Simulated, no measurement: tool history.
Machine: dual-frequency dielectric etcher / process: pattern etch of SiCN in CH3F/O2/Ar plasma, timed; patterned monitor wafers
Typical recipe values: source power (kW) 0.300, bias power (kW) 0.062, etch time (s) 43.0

| run | hour | source power (kW) | bias power (kW) | etch time (s) | wafers since the last listed run | hours since the last wet clean | hours since the last source power generator calibration | hours since the last bias power generator calibration | hours since the last upper electrode change | hours since the gauge calibration | read-back reference wafer on the same gauge, depth_nm | mean etch depth across the wafer (nm) |
|---|---|---|---|---|---|---|---|---|---|---|---|---|
| 1 | 0.0 | 0.300 | 0.062 | 43.0 | 0 | 361.3 | 4052.9 | 2814.0 | 2424.6 | 67.9 | 13.59 | 11.87 |
| 2 | 13.8 | 0.300 | 0.062 | 43.0 | 208 | 375.1 | 4066.7 | 2827.8 | 2438.4 | 81.7 | 13.63 | 11.73 |
| 3 | 31.5 | 0.300 | 0.062 | 39.0 | 267 | 392.8 | 4084.4 | 2845.5 | 2456.1 | 99.4 | 13.62 | 10.68 |
| 4 | 38.1 | 0.300 | 0.062 | 43.0 | 99 | 399.4 | 4091.0 | 2852.1 | 2462.7 | 106.0 | 13.61 | 11.81 |
| 5 | 53.9 | 0.300 | 0.062 | 43.0 | 238 | 415.2 | 4106.8 | 2867.9 | 2478.5 | 121.8 | 13.59 | 11.68 |
| 6 | 69.6 | 0.300 | 0.062 | 43.0 | 237 | 430.9 | 4122.5 | 2883.6 | 2494.2 | 137.5 | 13.59 | 11.82 |
| 7 | 76.8 | 0.300 | 0.062 | 43.0 | 108 | 438.1 | 4129.7 | 2890.8 | 2501.4 | 144.7 | 13.60 | 11.66 |
|  | 83.2 | gauge calibrated |
|  | 102.4 | wet clean of the chamber |
| 8 | 102.9 | 0.300 | 0.062 | 43.0 | 31 | 0.5 | 4155.8 | 2916.9 | 2527.5 | 19.7 | 13.61 | 12.33 |
| 9 | 103.2 | 0.300 | 0.062 | 43.0 | 4 | 0.8 | 4156.1 | 2917.2 | 2527.8 | 20.0 | 13.60 | 12.19 |
| 10 | 109.1 | 0.300 | 0.062 | 43.0 | 89 | 6.7 | 4162.0 | 2923.1 | 2533.7 | 25.9 | 13.61 | 12.20 |
| 11 | 115.7 | 0.280 | 0.078 | 35.5 | 99 | 13.3 | 4168.6 | 2929.7 | 2540.3 | 32.5 | 13.62 | 10.86 |
| 12 | 126.3 | 0.300 | 0.062 | 43.0 | 160 | 23.9 | 4179.2 | 2940.3 | 2550.9 | 43.1 | 13.61 | 12.23 |
|  | 138.7 | bias power generator calibrated |
|  | 150.6 | source power generator calibrated |
|  | 169.6 | upper electrode replaced |
| 13 | 170.1 | 0.300 | 0.071 | 43.0 | 253 | 67.7 | 19.5 | 31.4 | 0.5 | 86.9 | 13.60 | 12.82 |
| 14 | 181.6 | 0.300 | 0.062 | 43.0 | 173 | 79.2 | 31.0 | 42.9 | 12.0 | 98.4 | 13.59 | 12.23 |
| 15 | 192.4 | 0.300 | 0.062 | 43.0 | 163 | 90.0 | 41.8 | 53.7 | 22.8 | 109.2 | 13.60 | 12.18 |
|  | 203.6 | gauge calibrated |
| 16 | 205.1 | 0.300 | 0.062 | 43.0 | 191 | 102.7 | 54.5 | 66.4 | 35.5 | 1.5 | 13.58 | 12.20 |
| 17 | 216.2 | 0.300 | 0.062 | 52.0 | 167 | 113.8 | 65.6 | 77.5 | 46.6 | 12.6 | 13.61 | 14.69 |
| 18 | 222.3 | 0.230 | 0.054 | 49.0 | 92 | 119.9 | 71.7 | 83.6 | 52.7 | 18.7 | 13.60 | 12.29 |
| 19 | 235.6 | 0.300 | 0.073 | 35.0 | 200 | 133.2 | 85.0 | 96.9 | 66.0 | 32.0 | 13.62 | 10.49 |
| 20 | 246.6 | 0.300 | 0.058 | 43.0 | 166 | 144.2 | 96.0 | 107.9 | 77.0 | 43.0 | 13.59 | 11.88 |

Branching from run 20: 5 alternative next runs. What would each branch give?
| A | 247.0 | 0.300 | 0.062 | 43.0 | 6 | 144.6 | 96.4 | 108.3 | 77.4 | 43.4 | ? | ? |
| B | 247.0 | 0.280 | 0.062 | 43.0 | 6 | 144.6 | 96.4 | 108.3 | 77.4 | 43.4 | ? | ? |
| C | 247.0 | 0.320 | 0.062 | 32.5 | 6 | 144.6 | 96.4 | 108.3 | 77.4 | 43.4 | ? | ? |
| D | 247.0 | 0.350 | 0.078 | 39.0 | 6 | 144.6 | 96.4 | 108.3 | 77.4 | 43.4 | ? | ? |
| E | 247.0 | 0.220 | 0.062 | 32.5 | 6 | 144.6 | 96.4 | 108.3 | 77.4 | 43.4 | ? | ? |

| run | read-back reference wafer on the same gauge, depth_nm | mean etch depth across the wafer (nm) |
|---|---|---|
| A | 13.61 | 12.05 |
| B | 13.61 | 11.86 |
| C | 13.61 | 9.25 |
| D | 13.61 | 12.42 |
| E | 13.61 | 8.51 |
What these runs would have given with no unlogged condition in the tool:
| run | mean etch depth across the wafer (nm) |
|---|---|
| A | 12.26 |
| B | 12.07 |
| C | 9.41 |
| D | 12.64 |
| E | 8.67 |
